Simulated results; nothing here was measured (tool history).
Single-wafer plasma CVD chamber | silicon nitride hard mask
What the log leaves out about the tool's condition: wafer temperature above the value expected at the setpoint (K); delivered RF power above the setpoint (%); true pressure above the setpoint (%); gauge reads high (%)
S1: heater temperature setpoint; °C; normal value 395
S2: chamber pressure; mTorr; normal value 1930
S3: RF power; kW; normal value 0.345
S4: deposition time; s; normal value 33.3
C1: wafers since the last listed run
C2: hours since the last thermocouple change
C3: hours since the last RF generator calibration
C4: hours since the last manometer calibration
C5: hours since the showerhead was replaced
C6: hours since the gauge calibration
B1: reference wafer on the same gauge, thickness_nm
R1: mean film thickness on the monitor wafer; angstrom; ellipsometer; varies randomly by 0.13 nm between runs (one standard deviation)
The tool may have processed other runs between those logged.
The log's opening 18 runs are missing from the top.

run   hour   S1    S2     S3    S4   C1     C2     C3     C4     C5     C6      B1      R1
 19  427.5  409  1930  0.345  27.5  461   99.5  143.5   65.8  278.4  137.3  39.941  357.13
 20  440.9  395  1930  0.345  26.9  294  112.9  156.9   79.2  291.8  150.7  39.930  352.45
 21  466.5  395  1750  0.370  37.8  562  138.5  182.5  104.8  317.4  176.3  39.882  508.02
 22  497.2  406  1930  0.400  37.5  674  169.2  213.2  135.5  348.1  207.0  39.883  540.78
 23  510.9  400  1930  0.345  29.5  301  182.9  226.9  149.2  361.8  220.7  39.868  384.76
 24  538.1  395  1930  0.345  33.3  597  210.1  254.1  176.4  389.0  247.9  39.892  435.26
 25  566.2  402  1930  0.345  33.3  617  238.2  282.2  204.5  417.1  276.0  39.886  435.25
 26  588.8  410  1930  0.345  33.3  496  260.8  304.8  227.1  439.7  298.6  39.846  432.00
 27  603.0  395  1930  0.345  33.3  311  275.0  319.0  241.3  453.9  312.8  39.855  435.51
 28  616.5  395  1930  0.315  33.3  296  288.5  332.5  254.8  467.4  326.3  39.895  403.12
 29  638.9  405  1930  0.345  33.3  492  310.9  354.9  277.2  489.8  348.7  39.911  433.02
 30  660.3  401  1460  0.325  28.1  470  332.3  376.3  298.6  511.2  370.1  39.877  324.42

Forecast each of these 3 alternatives for the next run:
  A  660.7  395  1930  0.345  37.6   8  332.7  376.7  299.0  511.6  370.5   ?   ?
  B  660.7  395  1550  0.345  33.3   8  332.7  376.7  299.0  511.6  370.5   ?   ?
  C  660.7  406  2370  0.345  33.3   8  332.7  376.7  299.0  511.6  370.5   ?   ?

run      B1      R1
  A  39.883  489.52
  B  39.883  409.00
  C  39.883  454.00
With the hidden condition removed and each run's random variation left untouched, the same runs would have given:
run      R1
  A  493.16
  B  412.04
  C  457.38
